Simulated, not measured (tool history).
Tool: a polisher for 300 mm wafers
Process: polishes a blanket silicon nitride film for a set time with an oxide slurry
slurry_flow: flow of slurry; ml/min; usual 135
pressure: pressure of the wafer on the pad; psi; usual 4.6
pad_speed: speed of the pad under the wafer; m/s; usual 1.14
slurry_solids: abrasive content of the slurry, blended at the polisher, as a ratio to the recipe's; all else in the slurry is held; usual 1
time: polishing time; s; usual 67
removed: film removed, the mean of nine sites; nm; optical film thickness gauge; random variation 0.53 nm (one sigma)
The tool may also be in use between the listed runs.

run   hour  slurry_flow  pressure  pad_speed  slurry_solids  time  wafers since the last listed run  wafers polished on this pad  hours since the slurry nozzle was cleaned  hours since the head pressure was calibrated  hours since the slurry blender was calibrated  hours since the conditioning disc was replaced  incoming thickness of the incoming film, nm  removed
  1      0          170       4.6       1.14              1    67                                 0                          674                                      592.9                                         750.4                                          127.4                                           480.3                                        258.7     59.3
  2   10.4          170       4.6       1.14              1    67                               119                          793                                      603.3                                         760.8                                          137.8                                           490.7                                        258.4     58.6
  3   19.3          135       4.6       0.88              1    67                               101                          895                                      612.2                                         769.7                                          146.7                                           499.6                                        260.6     49.1
  4   29.8          135       4.6       0.88              1    67                               120                         1016                                      622.7                                         780.2                                          157.2                                           510.1                                        260.4     49.1
      32.3  -- slurry blender recalibrated
  5   38.9          135       4.6       1.14              1    67                                81                         1097                                      631.8                                         789.3                                            6.6                                           519.2                                        261.3     62.5
      41.6  -- slurry nozzle cleaned
      58.6  -- worn pad replaced by a new one
  6   59.1          135       4.6       1.14              1    67                               174                            5                                       17.5                                         809.5                                           26.8                                           539.4                                        262.5     61.4
  7   70.2          135       4.6       1.14              1    67                               127                          132                                       28.6                                         820.6                                           37.9                                           550.5                                        263.4       60
  8   87.2          135       3.9       1.14            0.9    67                               194                          327                                       45.6                                         837.6                                           54.9                                           567.5                                        257.5     48.5
  9  113.7          115       4.6        1.3              1    67                               303                          631                                       72.1                                         864.1                                           81.4                                             594                                        262.3     61.2
     126.8  -- conditioning disc replaced and pad reconditioned
 10  127.3          135       4.6       1.14              1    67                               132                          764                                       85.7                                         877.7                                             95                                             0.5                                        256.9     56.8
 11  144.2          170       3.3       0.88              1    57                               193                          957                                      102.6                                         894.6                                          111.9                                            17.4                                        258.1     31.3
 12  155.2          150       4.6       1.14           1.15    67                               126                         1083                                      113.6                                         905.6                                          122.9                                            28.4                                        260.1     60.9
     164.4  -- worn pad replaced by a new one
 13    167          135       3.1        0.9           1.15    67                                89                           29                                      125.4                                         917.4                                          134.7                                            40.2                                        265.1     35.6
     178.3  -- head pressure recalibrated
 14  178.8          135       4.6       1.14              1    67                               112                          141                                      137.2                                           0.5                                          146.5                                              52                                        260.5     56.4
     196.2  -- slurry blender recalibrated
 15  196.7          135         6       1.14              1    67                               182                          324                                      155.1                                          18.4                                            0.5                                            69.9                                        259.3     83.4
 16  208.6          135       4.6       1.14              1    67                               136                          460                                        167                                          30.3                                           12.4                                            81.8                                        257.5     62.1
 17  250.4          135       4.6       1.14              1    67                               478                          939                                      208.8                                          72.1                                           54.2                                           123.6                                        260.2     59.1
 18  258.1          135       4.6       1.14            0.9    75                                88                         1027                                      216.5                                          79.8                                           61.9                                           131.3                                        255.7     63.9
 19  272.8          135         5       1.48            1.2    50                               168                         1195                                      231.2                                          94.5                                           76.6                                             146                                        258.9       58
     278.7  -- worn pad replaced by a new one
 20  282.1          135       4.6       1.14              1    67                                60                           38                                      240.5                                         103.8                                           85.9                                           155.3                                        264.8       57
 21  295.7          175       6.1        1.5            0.8    67                               155                          194                                      254.1                                         117.4                                           99.5                                           168.9                                        259.4     85.3
 22  309.5          120       3.6       1.38              1    67                               158                          352                                      267.9                                         131.2                                          113.3                                           182.7                                        259.1     48.2
 23  324.5          135       4.6       1.14              1    67                               171                          524                                      282.9                                         146.2                                          128.3                                           197.7                                        259.5     56.8
 24  332.1          135       4.6       1.14            0.9    67                                87                          611                                      290.5                                         153.8                                          135.9                                           205.3                                        258.5     55.4
     341.5  -- slurry blender recalibrated
 25  346.8          135       5.4       1.14           1.25    79                               145                          757                                      305.2                                         168.5                                            5.3                                             220                                        265.7     93.6

5 ways to go on from here, each from the tool as it stands after run 25. What would each give?
  A  347.2          135       4.6       1.14              1    67                                 4                          761                                      305.6                                         168.9                                            5.7                                           220.4                                        264.1        ?
  B  347.2          170       4.6       1.14            0.9    67                                 4                          761                                      305.6                                         168.9                                            5.7                                           220.4                                        264.1        ?
  C  347.2          135       3.2       0.94            0.8    51                                 4                          761                                      305.6                                         168.9                                            5.7                                           220.4                                        264.1        ?
  D  347.2          135       4.6       1.14              1    75                                 4                          761                                      305.6                                         168.9                                            5.7                                           220.4                                        264.1        ?
  E  347.2          135       4.6       1.14              1    57                                 4                          761                                      305.6                                         168.9                                            5.7                                           220.4                                        264.1        ?

run  removed
  A     61.8
  B     61.9
  C     27.5
  D     69.2
  E     52.6
Without the tool's hidden state the same runs would have given:
run  removed
  A     63.6
  B     63.8
  C     28.3
  D     71.2
  E     54.1
